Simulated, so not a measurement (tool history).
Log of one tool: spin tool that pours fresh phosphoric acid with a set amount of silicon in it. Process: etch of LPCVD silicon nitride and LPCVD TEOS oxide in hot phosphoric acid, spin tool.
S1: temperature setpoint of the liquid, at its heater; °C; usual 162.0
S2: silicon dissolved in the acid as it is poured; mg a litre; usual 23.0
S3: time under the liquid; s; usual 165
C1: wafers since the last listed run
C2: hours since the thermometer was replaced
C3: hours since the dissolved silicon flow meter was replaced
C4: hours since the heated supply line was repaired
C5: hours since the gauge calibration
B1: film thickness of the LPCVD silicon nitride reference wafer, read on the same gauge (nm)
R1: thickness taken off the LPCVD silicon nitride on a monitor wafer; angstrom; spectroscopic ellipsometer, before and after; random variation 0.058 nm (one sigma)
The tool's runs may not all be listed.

run   hour     S1    S2   S3   C1      C2     C3      C4     C5     B1     R1
  1    0.0  162.0  23.0  165    0   922.0  481.5  3230.3   75.1  40.01  145.8
  2   11.7  162.0  23.0  165   72   933.7  493.2  3242.0   86.8  40.00  144.9
  3   27.4  162.0  12.5  165   97   949.4  508.9  3257.7  102.5  40.02  145.3
  4   42.4  162.0  23.0  165   93   964.4  523.9  3272.7  117.5  40.00  146.0
  5   50.7  162.0  23.0  165   51   972.7  532.2  3281.0  125.8  40.02  145.3
  6   66.7  162.0  23.0  220   99   988.7  548.2  3297.0  141.8  40.03  194.0
  7   84.6  159.5  23.0  200  111  1006.6  566.1  3314.9  159.7  40.02  160.5
  8   97.7  162.0  23.0  165   81  1019.7  579.2  3328.0  172.8  40.05  144.9
      99.4  -- gauge calibrated
  9  107.8  162.0  23.0  165   62  1029.8  589.3  3338.1    8.4  40.02  144.0
 10  123.3  162.0  12.5  165   96  1045.3  604.8  3353.6   23.9  39.99  146.1
 11  150.2  164.5  30.0  245  166  1072.2  631.7  3380.5   50.8  40.03  234.0
     156.7  -- dissolved silicon flow meter replaced
 12  159.9  164.5  40.5  165   53  1081.9    3.2  3390.2   60.5  40.02  156.1
 13  167.4  163.5  18.0   90   46  1089.4   10.7  3397.7   68.0  39.98   82.9
     180.2  -- thermometer replaced
 14  184.3  163.0   6.5   80   98     4.1   27.6  3414.6   84.9  40.01   72.6
     189.0  -- heated supply line repaired
 15  199.8  164.5  37.0  230   89    19.6   43.1    10.8  100.4  39.99  253.6
 16  215.0  162.0  23.0   85   94    34.8   58.3    26.0  115.6  39.98   86.5
 17  223.0  159.0  37.5   75   49    42.8   66.3    34.0  123.6  40.00   69.3
 18  238.1  162.0  29.0  165   93    57.9   81.4    49.1  138.7  39.99  168.7
 19  254.9  162.0  23.0  165  104    74.7   98.2    65.9  155.5  39.98  168.3

Forecast each of these 5 alternatives for the next run:
  A  255.4  162.0  14.5  165   3  75.2  98.7  66.4  156.0   ?   ?
  B  255.4  164.0  23.0  165   3  75.2  98.7  66.4  156.0   ?   ?
  C  255.4  160.0   8.5  165   3  75.2  98.7  66.4  156.0   ?   ?
  D  255.4  162.0  33.0  165   3  75.2  98.7  66.4  156.0   ?   ?
  E  255.4  163.0   4.5   80   3  75.2  98.7  66.4  156.0   ?   ?

run     B1     R1
  A  40.00  167.3
  B  40.00  178.8
  C  40.00  156.4
  D  40.00  167.3
  E  40.00   83.8
Without the tool's hidden state the same runs would have given:
run     R1
  A  171.0
  B  182.7
  C  159.9
  D  171.0
  E   85.7
